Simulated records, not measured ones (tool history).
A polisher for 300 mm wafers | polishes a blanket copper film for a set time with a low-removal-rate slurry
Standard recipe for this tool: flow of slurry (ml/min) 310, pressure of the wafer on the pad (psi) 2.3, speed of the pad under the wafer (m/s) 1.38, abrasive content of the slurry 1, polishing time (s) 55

| run | hour | flow of slurry (ml/min) | pressure of the wafer on the pad (psi) | speed of the pad under the wafer (m/s) | abrasive content of the slurry | polishing time (s) | wafers since the last listed run | wafers polished on this pad | hours since the slurry nozzle was cleaned | hours since the head pressure was calibrated | hours since the slurry blender was calibrated | incoming thickness of the incoming film, nm | film removed (nm) |
|---|---|---|---|---|---|---|---|---|---|---|---|---|---|
| 1 | 0 | 250 | 2.8 | 1.38 | 1 | 55 | 0 | 927 | 377.2 | 175.3 | 142.2 | 1028.7 | 235.2 |
| 2 | 17.5 | 250 | 2.8 | 1.38 | 1 | 55 | 134 | 1061 | 394.7 | 192.8 | 159.7 | 1006.6 | 233.2 |
| 3 | 41.6 | 250 | 2.8 | 1.38 | 1 | 55 | 184 | 1246 | 418.8 | 216.9 | 183.8 | 1014 | 231.6 |
| 4 | 64.6 | 310 | 2.3 | 1.38 | 1 | 55 | 176 | 1423 | 441.8 | 239.9 | 206.8 | 1017.7 | 194.3 |
|  | 90.9 | worn pad replaced by a new one, of another model than before |
| 5 | 93.7 | 310 | 2.3 | 1.38 | 1 | 55 | 192 | 21 | 470.9 | 269 | 235.9 | 1008.8 | 188.6 |
| 6 | 119.2 | 310 | 2.3 | 1.38 | 1 | 55 | 195 | 216 | 496.4 | 294.5 | 261.4 | 1009.5 | 186.2 |
|  | 137.6 | slurry blender recalibrated |
| 7 | 152.7 | 240 | 2.3 | 1.38 | 1 | 55 | 241 | 458 | 529.9 | 328 | 15.1 | 1000.7 | 176.2 |
|  | 158.5 | slurry nozzle cleaned |
| 8 | 180.7 | 240 | 2.3 | 1.38 | 1 | 55 | 207 | 665 | 22.2 | 356 | 43.1 | 1008 | 190.6 |
| 9 | 202.2 | 240 | 2.3 | 1.38 | 1 | 55 | 165 | 830 | 43.7 | 377.5 | 64.6 | 1020.6 | 191.7 |
| 10 | 232.5 | 310 | 2.3 | 1.38 | 1 | 55 | 232 | 1063 | 74 | 407.8 | 94.9 | 1014 | 197.2 |
| 11 | 251.8 | 310 | 2.3 | 1.1 | 0.8 | 55 | 148 | 1211 | 93.3 | 427.1 | 114.2 | 1020.8 | 166.1 |
| 12 | 281.4 | 310 | 2.7 | 1.38 | 0.8 | 55 | 227 | 1438 | 122.9 | 456.7 | 143.8 | 1032.9 | 215.7 |
|  | 286.1 | worn pad replaced by a new one |
| 13 | 302.7 | 310 | 2.3 | 1.38 | 1 | 44 | 132 | 127 | 144.2 | 478 | 165.1 | 1024.7 | 158.1 |
| 14 | 324 | 310 | 3.1 | 1.04 | 1.25 | 55 | 163 | 290 | 165.5 | 499.3 | 186.4 | 1027.4 | 229.6 |
| 15 | 346.8 | 310 | 2.3 | 1.38 | 1.15 | 45 | 175 | 465 | 188.3 | 522.1 | 209.2 | 1029.7 | 163.9 |
| 16 | 368.7 | 310 | 2 | 1.18 | 1 | 55 | 168 | 633 | 210.2 | 544 | 231.1 | 1026.4 | 162.5 |
|  | 373.1 | head pressure recalibrated |
|  | 394.8 | slurry blender recalibrated |
| 17 | 395.4 | 310 | 2.8 | 1.38 | 1 | 55 | 174 | 807 | 236.9 | 22.3 | 0.6 | 1012.8 | 231.5 |
| 18 | 413 | 310 | 2.3 | 1.38 | 1 | 55 | 135 | 943 | 254.5 | 39.9 | 18.2 | 1008.6 | 195.4 |
| 19 | 441.1 | 275 | 1.9 | 1.02 | 1 | 55 | 215 | 1158 | 282.6 | 68 | 46.3 | 1019.3 | 141 |
| 20 | 456.7 | 310 | 2.3 | 1.38 | 1 | 55 | 119 | 1278 | 298.2 | 83.6 | 61.9 | 1005.5 | 193.6 |
|  | 471.7 | worn pad replaced by a new one |
| 21 | 482.6 | 310 | 2.5 | 1.38 | 1 | 50 | 168 | 84 | 324.1 | 109.5 | 87.8 | 1013.2 | 191.3 |
| 22 | 496.5 | 310 | 2.3 | 1.38 | 1 | 55 | 106 | 190 | 338 | 123.4 | 101.7 | 1021.8 | 196.8 |
| 23 | 512.2 | 310 | 2.3 | 1.54 | 1 | 55 | 120 | 311 | 353.7 | 139.1 | 117.4 | 1016.3 | 204.4 |
| 24 | 530.2 | 310 | 2.3 | 1.38 | 1 | 44 | 138 | 449 | 371.7 | 157.1 | 135.4 | 1008.1 | 155.5 |
| 25 | 565 | 280 | 2.3 | 0.9 | 0.7 | 49 | 267 | 716 | 406.5 | 191.9 | 170.2 | 1016.6 | 127.5 |
| 26 | 594.2 | 310 | 1.9 | 1.18 | 1.2 | 65 | 224 | 940 | 435.7 | 221.1 | 199.4 | 1027.9 | 184.7 |
| 27 | 608.9 | 310 | 1.5 | 1.38 | 1 | 55 | 112 | 1053 | 450.4 | 235.8 | 214.1 | 1037.8 | 136 |
| 28 | 643.8 | 245 | 1.9 | 1.38 | 0.85 | 55 | 267 | 1321 | 485.3 | 270.7 | 249 | 1016.6 | 151.3 |
|  | 652.6 | worn pad replaced by a new one |
| 29 | 661.9 | 310 | 2.3 | 1.38 | 1 | 55 | 108 | 71 | 503.4 | 288.8 | 267.1 | 1036 | 189.8 |

Across each entry between runs, compare the hidden state at the last listed run before it with the hidden state at the first listed run after it:
Between runs 4 and 5: worn pad replaced by a new one, of another model than before (hour 90.9)
  slurry flow missing at the pad, %: 33.6 -> 37.6
  measured value less the no-hidden-state value, film removed (nm): -5.3 -> -9.5
Between runs 6 and 7: slurry blender recalibrated (hour 137.6)
  slurry flow missing at the pad, %: 41.3 -> 46.5
  measured value less the no-hidden-state value, film removed (nm): -10.9 -> -16.1
Between runs 7 and 8: slurry nozzle cleaned (hour 158.5)
  slurry flow missing at the pad, %: 46.5 -> 4.53
  measured value less the no-hidden-state value, film removed (nm): -16.1 -> -0.9
Between runs 12 and 13: worn pad replaced by a new one (hour 286.1)
  slurry flow missing at the pad, %: 6.73 -> 7.58
  measured value less the no-hidden-state value, film removed (nm): -1.3 -> -1.1
Between runs 16 and 17: head pressure recalibrated (hour 373.1); slurry blender recalibrated (hour 394.8)
  slurry flow missing at the pad, %: 11.1 -> 12.9
  measured value less the no-hidden-state value, film removed (nm): -1.7 -> -2.9
Between runs 20 and 21: worn pad replaced by a new one (hour 471.7)
  slurry flow missing at the pad, %: 17.8 -> 20.3
  measured value less the no-hidden-state value, film removed (nm): -3.5 -> -4.1
Between runs 28 and 29: worn pad replaced by a new one (hour 652.6)
  slurry flow missing at the pad, %: 39.9 -> 42.6
  measured value less the no-hidden-state value, film removed (nm): -10.4 -> -11.8
